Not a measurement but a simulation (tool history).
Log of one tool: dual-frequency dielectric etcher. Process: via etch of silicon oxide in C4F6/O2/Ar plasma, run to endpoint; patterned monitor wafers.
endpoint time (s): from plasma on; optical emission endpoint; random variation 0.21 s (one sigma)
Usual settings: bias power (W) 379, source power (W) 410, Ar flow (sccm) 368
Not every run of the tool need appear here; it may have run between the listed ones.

run,hour,bias power (W),source power (W),Ar flow (sccm),"incoming incoming film thickness, nm",endpoint time (s)
1,0,379,410,368,187.2,46.6
2,61.3,379,410,368,184.5,46.2
# hour 178.5: wet clean of the chamber
3,179,379,410,368,185,45.2
4,297.8,379,410,368,185.7,46.1
5,336.3,379,410,368,186.4,46.3
6,412.1,379,410,368,188.1,47.1
7,477.7,308,410,325,187.5,51.6
8,584.2,308,410,325,186.1,51.6
# hour 681.7: wet clean of the chamber
9,682.2,308,410,325,187.7,51.5
10,751.4,437,430,368,184.3,42.5
# hour 784.1: bias power generator calibrated
# hour 1006.3: source power generator calibrated
# hour 1043.2: Ar flow controller replaced
11,1066.8,379,410,368,187.2,47.2
# hour 1134.5: wet clean of the chamber
12,1171.9,379,410,368,185.8,45.3
13,1236,451,410,368,186.5,42.4
14,1340.9,379,410,368,187.9,46.4
15,1439,379,410,309,186.8,46.1
16,1537,379,320,436,188.3,56.9
# hour 1562.3: upper electrode replaced
# hour 1599.1: wet clean of the chamber
17,1599.6,424,410,368,188,43.6
18,1673.6,319,510,435,186.4,44.6
19,1771.1,328,350,454,185.4,56
20,1855.9,408,360,368,189.1,49.4
21,1903,414,410,457,186.7,45.9
22,1961.1,379,330,368,188,55
23,2043.3,379,480,442,188.1,44.2
# hour 2070.1: wet clean of the chamber
24,2131,324,490,291,185.8,43.7
25,2183,379,410,368,185.3,45.6
26,2225.7,427,450,451,185.4,41.7

3 ways to go on from here, each from the tool as it stands after run 26. What would each give?
A,2226.1,379,450,368,185.6,?
B,2226.1,379,470,368,185.6,?
C,2226.1,286,310,407,185.6,?

run,endpoint time (s)
A,43.3
B,42.3
C,63.5
Without the tool's hidden state the same runs would have given:
run,endpoint time (s)
A,42.7
B,41.7
C,62.7

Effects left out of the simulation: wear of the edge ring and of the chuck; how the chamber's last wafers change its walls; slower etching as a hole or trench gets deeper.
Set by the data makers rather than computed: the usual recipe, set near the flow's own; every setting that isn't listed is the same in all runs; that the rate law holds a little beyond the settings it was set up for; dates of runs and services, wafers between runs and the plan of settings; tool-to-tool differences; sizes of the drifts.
